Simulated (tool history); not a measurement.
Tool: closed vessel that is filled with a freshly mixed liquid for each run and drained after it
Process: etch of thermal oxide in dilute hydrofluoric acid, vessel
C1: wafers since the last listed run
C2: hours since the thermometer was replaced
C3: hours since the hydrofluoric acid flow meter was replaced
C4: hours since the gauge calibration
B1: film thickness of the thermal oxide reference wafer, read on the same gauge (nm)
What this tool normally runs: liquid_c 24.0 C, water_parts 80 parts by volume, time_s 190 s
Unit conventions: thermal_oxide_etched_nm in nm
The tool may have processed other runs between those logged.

{"run": 1, "hour": 0.0, "liquid_c": 24.0, "water_parts": 80, "time_s": 190, "C1": 0, "C2": 480.5, "C3": 972.9, "C4": 1736.2, "B1": 59.99, "thermal_oxide_etched_nm": 10.5}
{"run": 2, "hour": 76.0, "liquid_c": 24.0, "water_parts": 80, "time_s": 190, "C1": 6783, "C2": 556.5, "C3": 1048.9, "C4": 1812.2, "B1": 59.99, "thermal_oxide_etched_nm": 10.54}
{"run": 3, "hour": 117.6, "liquid_c": 24.0, "water_parts": 80, "time_s": 190, "C1": 3713, "C2": 598.1, "C3": 1090.5, "C4": 1853.8, "B1": 60.0, "thermal_oxide_etched_nm": 10.45}
{"run": 4, "hour": 194.0, "liquid_c": 24.0, "water_parts": 80, "time_s": 190, "C1": 6819, "C2": 674.5, "C3": 1166.9, "C4": 1930.2, "B1": 60.0, "thermal_oxide_etched_nm": 10.32}
{"run": 5, "hour": 276.3, "liquid_c": 24.0, "water_parts": 80, "time_s": 190, "C1": 7345, "C2": 756.8, "C3": 1249.2, "C4": 2012.5, "B1": 60.0, "thermal_oxide_etched_nm": 10.39}
{"run": 6, "hour": 367.6, "liquid_c": 24.0, "water_parts": 80, "time_s": 190, "C1": 8149, "C2": 848.1, "C3": 1340.5, "C4": 2103.8, "B1": 60.0, "thermal_oxide_etched_nm": 10.38}
{"run": 7, "hour": 423.8, "liquid_c": 24.0, "water_parts": 80, "time_s": 190, "C1": 5016, "C2": 904.3, "C3": 1396.7, "C4": 2160.0, "B1": 60.01, "thermal_oxide_etched_nm": 10.31}
{"run": 8, "hour": 510.3, "liquid_c": 24.0, "water_parts": 80, "time_s": 190, "C1": 7720, "C2": 990.8, "C3": 1483.2, "C4": 2246.5, "B1": 60.0, "thermal_oxide_etched_nm": 10.45}
{"run": 9, "hour": 601.0, "liquid_c": 24.0, "water_parts": 80, "time_s": 190, "C1": 8095, "C2": 1081.5, "C3": 1573.9, "C4": 2337.2, "B1": 60.0, "thermal_oxide_etched_nm": 10.34}
{"run": 10, "hour": 658.1, "liquid_c": 24.0, "water_parts": 80, "time_s": 190, "C1": 5096, "C2": 1138.6, "C3": 1631.0, "C4": 2394.3, "B1": 60.0, "thermal_oxide_etched_nm": 10.21}
{"run": 11, "hour": 727.2, "liquid_c": 24.0, "water_parts": 80, "time_s": 190, "C1": 6167, "C2": 1207.7, "C3": 1700.1, "C4": 2463.4, "B1": 60.01, "thermal_oxide_etched_nm": 10.26}
{"run": 12, "hour": 794.3, "liquid_c": 24.0, "water_parts": 80, "time_s": 190, "C1": 5989, "C2": 1274.8, "C3": 1767.2, "C4": 2530.5, "B1": 60.0, "thermal_oxide_etched_nm": 10.31}
{"run": 13, "hour": 888.0, "liquid_c": 24.0, "water_parts": 80, "time_s": 190, "C1": 8363, "C2": 1368.5, "C3": 1860.9, "C4": 2624.2, "B1": 60.0, "thermal_oxide_etched_nm": 10.27}
{"run": 14, "hour": 954.2, "liquid_c": 24.0, "water_parts": 80, "time_s": 190, "C1": 5908, "C2": 1434.7, "C3": 1927.1, "C4": 2690.4, "B1": 60.0, "thermal_oxide_etched_nm": 10.21}
{"run": 15, "hour": 995.2, "liquid_c": 24.0, "water_parts": 80, "time_s": 190, "C1": 3659, "C2": 1475.7, "C3": 1968.1, "C4": 2731.4, "B1": 60.0, "thermal_oxide_etched_nm": 10.19}
{"hour": 1044.9, "done": "hydrofluoric acid flow meter replaced"}
{"run": 16, "hour": 1099.5, "liquid_c": 24.0, "water_parts": 95, "time_s": 260, "C1": 9220, "C2": 1580.0, "C3": 54.6, "C4": 2835.7, "B1": 60.02, "thermal_oxide_etched_nm": 12.27}
{"run": 17, "hour": 1154.9, "liquid_c": 21.5, "water_parts": 80, "time_s": 230, "C1": 4944, "C2": 1635.4, "C3": 110.0, "C4": 2891.1, "B1": 59.99, "thermal_oxide_etched_nm": 11.69}
{"run": 18, "hour": 1250.2, "liquid_c": 24.0, "water_parts": 80, "time_s": 190, "C1": 8506, "C2": 1730.7, "C3": 205.3, "C4": 2986.4, "B1": 60.0, "thermal_oxide_etched_nm": 10.57}
{"run": 19, "hour": 1395.6, "liquid_c": 24.0, "water_parts": 80, "time_s": 190, "C1": 12977, "C2": 1876.1, "C3": 350.7, "C4": 3131.8, "B1": 60.0, "thermal_oxide_etched_nm": 10.62}
{"hour": 1417.7, "done": "thermometer replaced"}
{"run": 20, "hour": 1431.9, "liquid_c": 19.5, "water_parts": 60, "time_s": 190, "C1": 3150, "C2": 14.2, "C3": 387.0, "C4": 3168.1, "B1": 60.0, "thermal_oxide_etched_nm": 12.16}
{"run": 21, "hour": 1491.9, "liquid_c": 19.5, "water_parts": 45, "time_s": 190, "C1": 5355, "C2": 74.2, "C3": 447.0, "C4": 3228.1, "B1": 59.99, "thermal_oxide_etched_nm": 16.5}
{"run": 22, "hour": 1548.6, "liquid_c": 24.0, "water_parts": 80, "time_s": 190, "C1": 5060, "C2": 130.9, "C3": 503.7, "C4": 3284.8, "B1": 60.01, "thermal_oxide_etched_nm": 10.6}
{"run": 23, "hour": 1622.2, "liquid_c": 24.0, "water_parts": 80, "time_s": 190, "C1": 6569, "C2": 204.5, "C3": 577.3, "C4": 3358.4, "B1": 60.02, "thermal_oxide_etched_nm": 10.59}
{"hour": 1700.7, "done": "gauge calibrated"}
{"run": 24, "hour": 1716.4, "liquid_c": 19.0, "water_parts": 80, "time_s": 240, "C1": 8407, "C2": 298.7, "C3": 671.5, "C4": 15.7, "B1": 60.0, "thermal_oxide_etched_nm": 10.85}
{"run": 25, "hour": 1762.9, "liquid_c": 24.0, "water_parts": 80, "time_s": 190, "C1": 4150, "C2": 345.2, "C3": 718.0, "C4": 62.2, "B1": 60.02, "thermal_oxide_etched_nm": 10.68}
{"run": 26, "hour": 1849.8, "liquid_c": 24.0, "water_parts": 80, "time_s": 305, "C1": 7756, "C2": 432.1, "C3": 804.9, "C4": 149.1, "B1": 60.01, "thermal_oxide_etched_nm": 16.99}
{"run": 27, "hour": 1937.2, "liquid_c": 24.0, "water_parts": 80, "time_s": 190, "C1": 7800, "C2": 519.5, "C3": 892.3, "C4": 236.5, "B1": 59.99, "thermal_oxide_etched_nm": 10.49}
{"run": 28, "hour": 2009.5, "liquid_c": 24.0, "water_parts": 80, "time_s": 190, "C1": 6453, "C2": 591.8, "C3": 964.6, "C4": 308.8, "B1": 60.01, "thermal_oxide_etched_nm": 10.53}
{"run": 29, "hour": 2103.3, "liquid_c": 24.0, "water_parts": 45, "time_s": 90, "C1": 8372, "C2": 685.6, "C3": 1058.4, "C4": 402.6, "B1": 59.99, "thermal_oxide_etched_nm": 9.24}
{"run": 30, "hour": 2159.7, "liquid_c": 28.5, "water_parts": 105, "time_s": 230, "C1": 5034, "C2": 742.0, "C3": 1114.8, "C4": 459.0, "B1": 60.02, "thermal_oxide_etched_nm": 11.14}
{"run": 31, "hour": 2201.1, "liquid_c": 26.0, "water_parts": 80, "time_s": 225, "C1": 3695, "C2": 783.4, "C3": 1156.2, "C4": 500.4, "B1": 60.0, "thermal_oxide_etched_nm": 13.38}
{"run": 32, "hour": 2267.3, "liquid_c": 24.0, "water_parts": 105, "time_s": 190, "C1": 5908, "C2": 849.6, "C3": 1222.4, "C4": 566.6, "B1": 60.01, "thermal_oxide_etched_nm": 7.64}
{"run": 33, "hour": 2307.2, "liquid_c": 24.0, "water_parts": 45, "time_s": 295, "C1": 3561, "C2": 889.5, "C3": 1262.3, "C4": 606.5, "B1": 60.0, "thermal_oxide_etched_nm": 30.27}
{"run": 34, "hour": 2406.9, "liquid_c": 20.5, "water_parts": 55, "time_s": 250, "C1": 8898, "C2": 989.2, "C3": 1362.0, "C4": 706.2, "B1": 60.01, "thermal_oxide_etched_nm": 17.72}
{"run": 35, "hour": 2446.0, "liquid_c": 20.0, "water_parts": 95, "time_s": 115, "C1": 3489, "C2": 1028.3, "C3": 1401.1, "C4": 745.3, "B1": 59.98, "thermal_oxide_etched_nm": 4.41}

Some steps in thermal_oxide_etched_nm, run to run, broken into two amounts with sign: the step expected even without the hidden condition (settings, incoming material, random variation), and the rest, left for the hidden condition together with whatever gauge scatter is not in both the measured and the hidden-condition-free result:
The hidden state here: liquid colder than its thermometer reads (K); hydrofluoric acid flow below the setpoint (%); gauge reads high (%).
Run 15 -> 16: water_parts 80 -> 95, time_s 190 -> 260, hydrofluoric acid flow meter replaced. thermal_oxide_etched_nm +2.08 nm: hidden state +0.55, all else +1.53.
Run 32 -> 33: water_parts 105 -> 45, time_s 190 -> 295. thermal_oxide_etched_nm +22.63 nm: hidden state -0.73, all else +23.36.
Run 33 -> 34: liquid_c 24.0 -> 20.5, water_parts 45 -> 55, time_s 295 -> 250. thermal_oxide_etched_nm -12.55 nm: hidden state +0.36, all else -12.91.
Run 34 -> 35: liquid_c 20.5 -> 20.0, water_parts 55 -> 95, time_s 250 -> 115. thermal_oxide_etched_nm -13.31 nm: hidden state +0.46, all else -13.77.
